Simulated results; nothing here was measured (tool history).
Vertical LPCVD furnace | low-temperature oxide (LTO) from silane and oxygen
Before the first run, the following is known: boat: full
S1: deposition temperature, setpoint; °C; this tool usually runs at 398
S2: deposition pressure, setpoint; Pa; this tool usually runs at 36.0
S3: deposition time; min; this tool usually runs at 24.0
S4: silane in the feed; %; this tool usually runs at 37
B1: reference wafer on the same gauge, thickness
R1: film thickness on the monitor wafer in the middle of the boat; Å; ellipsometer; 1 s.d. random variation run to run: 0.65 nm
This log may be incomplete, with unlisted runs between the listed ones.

Run 1, day 0.000: usual settings; B1 248.92. Result: R1 2565.4 Å.
Run 2, day 1.250: usual settings but S2 40.0 Pa; B1 248.99. Result: R1 2841.1 Å.
Run 3, day 1.958: usual settings but S2 40.0 Pa; B1 249.05. Result: R1 2837.9 Å.
Run 4, day 3.183: usual settings but S2 42.0 Pa; B1 249.03. Result: R1 2985.7 Å.
Run 5, day 3.779: usual settings but S3 17.5 min, S4 43 %; B1 249.00. Result: R1 2241.5 Å.
Run 6, day 4.654: usual settings but S3 17.5 min, S4 43 %; B1 248.89. Result: R1 2246.2 Å.
At day 5.183: gauge calibrated.
Run 7, day 5.496: usual settings but S3 17.5 min, S4 43 %; B1 248.98. Result: R1 2255.4 Å.
Run 8, day 6.042: usual settings but S3 31.5 min; B1 249.07. Result: R1 3379.8 Å.
Run 9, day 6.700: usual settings but S4 32 %; B1 248.85. Result: R1 2109.5 Å.
Run 10, day 7.808: usual settings but S2 31.3 Pa, S3 29.5 min; B1 248.99. Result: R1 2771.7 Å.
At day 9.654: pressure gauge zeroed.
Run 11, day 11.938: usual settings but S3 29.5 min, S4 33 %; B1 249.00. Result: R1 2621.1 Å.
Run 12, day 13.017: usual settings; B1 248.86. Result: R1 2495.8 Å.
Run 13, day 13.867: usual settings; B1 248.97. Result: R1 2485.5 Å.
Run 14, day 14.892: usual settings; B1 249.06. Result: R1 2484.0 Å.
Run 15, day 15.846: usual settings; B1 249.03. Result: R1 2496.8 Å.
Run 16, day 16.796: usual settings but S3 17.5 min; B1 249.17. Result: R1 1815.1 Å.
At day 18.179: thermocouples replaced and temperature profile calibrated.
Run 17, day 18.200: usual settings but S4 44 %; B1 249.11. Result: R1 3060.8 Å.
Run 18, day 18.354: usual settings; B1 248.98. Result: R1 2487.6 Å.
At day 19.846: silane flow controller replaced.
Run 19, day 19.867: usual settings; B1 249.07. Result: R1 2505.9 Å.
Run 20, day 20.808: usual settings but S3 29.5 min; B1 249.05. Result: R1 3070.7 Å.
Run 21, day 21.533: usual settings but S1 387 °C, S3 28.5 min; B1 249.02. Result: R1 2610.9 Å.
Run 22, day 22.983: usual settings but S4 31 %; B1 249.20. Result: R1 1951.4 Å.
Run 23, day 23.525: usual settings but S1 392 °C, S4 44 %; B1 249.05. Result: R1 2868.5 Å.
Run 24, day 24.779: usual settings; B1 248.91. Result: R1 2492.9 Å.
Run 25, day 25.829: usual settings but S1 392 °C, S2 39.3 Pa, S3 30.5 min, S4 43 %; B1 249.01. Result: R1 3874.4 Å.
Run 26, day 27.067: usual settings but S1 386 °C, S3 26.5 min; B1 248.99. Result: R1 2388.3 Å.
Run 27, day 27.904: usual settings but S1 386 °C, S3 33.0 min; B1 249.13. Result: R1 2975.5 Å.
Run 28, day 29.483: usual settings but S2 32.7 Pa, S3 29.0 min; B1 248.93. Result: R1 2734.5 Å.
Run 29, day 30.333: usual settings but S1 392 °C, S3 26.5 min; B1 248.95. Result: R1 2567.3 Å.
Run 30, day 31.554: usual settings; B1 249.07. Result: R1 2485.7 Å.
Run 31, day 32.312: usual settings; B1 249.04. Result: R1 2496.7 Å.

Consider 4 possible next runs. They are alternatives, not a sequence: every one starts from the tool as it was left by run 31. What does each give?
Run A, day 32.471: usual settings; B1 ?. Result: R1 ?.
Run B, day 32.471: usual settings but S1 391 °C, S2 40.7 Pa, S3 14.5 min; B1 ?. Result: R1 ?.
Run C, day 32.471: usual settings but S4 42 %; B1 ?. Result: R1 ?.
Run D, day 32.471: usual settings but S1 402 °C, S4 33 %; B1 ?. Result: R1 ?.

run      B1      R1
  A  249.13  2491.0
  B  249.13  1567.1
  C  249.13  2905.1
  D  249.13  2238.2
What these runs would have given with no unlogged condition in the tool:
run      R1
  A  2476.0
  B  1558.8
  C  2887.7
  D  2224.8
